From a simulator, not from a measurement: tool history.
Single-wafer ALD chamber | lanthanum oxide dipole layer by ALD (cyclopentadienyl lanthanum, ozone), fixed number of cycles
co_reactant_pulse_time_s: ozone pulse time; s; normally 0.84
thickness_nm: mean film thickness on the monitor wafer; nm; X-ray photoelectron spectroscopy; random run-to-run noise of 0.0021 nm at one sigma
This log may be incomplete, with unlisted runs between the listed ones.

run	hour	co_reactant_pulse_time_s	wafers since the last listed run	hours since the last thermocouple change	hours since the last ozone generator service	hours since the showerhead was replaced	hours since the gauge calibration	read-back reference wafer on the same gauge, thickness_nm	thickness_nm
1	0.0	1.06	0	2523.9	1204.3	2906.4	604.8	0.548	0.566
2	11.4	0.98	180	2535.3	1215.7	2917.8	616.2	0.548	0.545
3	22.9	0.98	181	2546.8	1227.2	2929.3	627.7	0.549	0.543
4	29.0	0.98	96	2552.9	1233.3	2935.4	633.8	0.548	0.542
5	37.8	0.63	139	2561.7	1242.1	2944.2	642.6	0.548	0.420
6	44.7	0.84	109	2568.6	1249.0	2951.1	649.5	0.549	0.503
7	57.6	0.84	204	2581.5	1261.9	2964.0	662.4	0.548	0.503
8	69.5	0.84	188	2593.4	1273.8	2975.9	674.3	0.548	0.508
9	75.6	0.84	96	2599.5	1279.9	2982.0	680.4	0.548	0.503
# hour 76.1: gauge calibrated
10	82.6	0.97	110	2606.5	1286.9	2989.0	6.5	0.548	0.542
11	90.6	0.84	126	2614.5	1294.9	2997.0	14.5	0.548	0.502
12	107.0	0.55	259	2630.9	1311.3	3013.4	30.9	0.548	0.374
13	120.0	1.07	205	2643.9	1324.3	3026.4	43.9	0.548	0.561
14	129.9	0.64	156	2653.8	1334.2	3036.3	53.8	0.548	0.421
15	142.9	0.84	205	2666.8	1347.2	3049.3	66.8	0.548	0.505
16	150.2	1.16	115	2674.1	1354.5	3056.6	74.1	0.548	0.578
17	164.5	0.71	226	2688.4	1368.8	3070.9	88.4	0.548	0.455
18	182.4	0.96	283	2706.3	1386.7	3088.8	106.3	0.548	0.537
# hour 195.0: showerhead replaced
19	195.5	0.75	80	2719.4	1399.8	0.5	119.4	0.548	0.475
20	207.5	0.68	189	2731.4	1411.8	12.5	131.4	0.548	0.443
21	213.8	0.84	99	2737.7	1418.1	18.8	137.7	0.547	0.504
22	226.1	0.84	194	2750.0	1430.4	31.1	150.0	0.548	0.501
# hour 260.9: thermocouple changed; heater temperature recalibrated
# hour 277.2: ozone generator serviced
23	279.5	0.54	591	18.6	2.3	84.5	203.4	0.548	0.390
24	288.2	0.84	137	27.3	11.0	93.2	212.1	0.548	0.520
25	297.2	0.66	142	36.3	20.0	102.2	221.1	0.548	0.453
26	313.0	0.60	250	52.1	35.8	118.0	236.9	0.549	0.424
27	325.9	0.65	204	65.0	48.7	130.9	249.8	0.547	0.445
28	335.5	0.70	151	74.6	58.3	140.5	259.4	0.548	0.469
29	344.7	0.62	145	83.8	67.5	149.7	268.6	0.548	0.435
30	354.1	0.84	148	93.2	76.9	159.1	278.0	0.548	0.519
31	365.6	0.84	181	104.7	88.4	170.6	289.5	0.547	0.521
32	393.3	0.51	438	132.4	116.1	198.3	317.2	0.548	0.366
33	410.0	1.01	264	149.1	132.8	215.0	333.9	0.547	0.562

Alternative continuations, all from the tool just after run 33; predict every row:
A	410.4	0.84	6	149.5	133.2	215.4	334.3	?	?
B	410.4	0.58	6	149.5	133.2	215.4	334.3	?	?
C	410.4	0.72	6	149.5	133.2	215.4	334.3	?	?
D	410.4	1.00	6	149.5	133.2	215.4	334.3	?	?
E	410.4	0.99	6	149.5	133.2	215.4	334.3	?	?

run	read-back reference wafer on the same gauge, thickness_nm	thickness_nm
A	0.547	0.520
B	0.547	0.410
C	0.547	0.478
D	0.547	0.560
E	0.547	0.558
Had the tool no hidden state, the same runs would have come out as:
run	thickness_nm
A	0.524
B	0.414
C	0.482
D	0.563
E	0.561
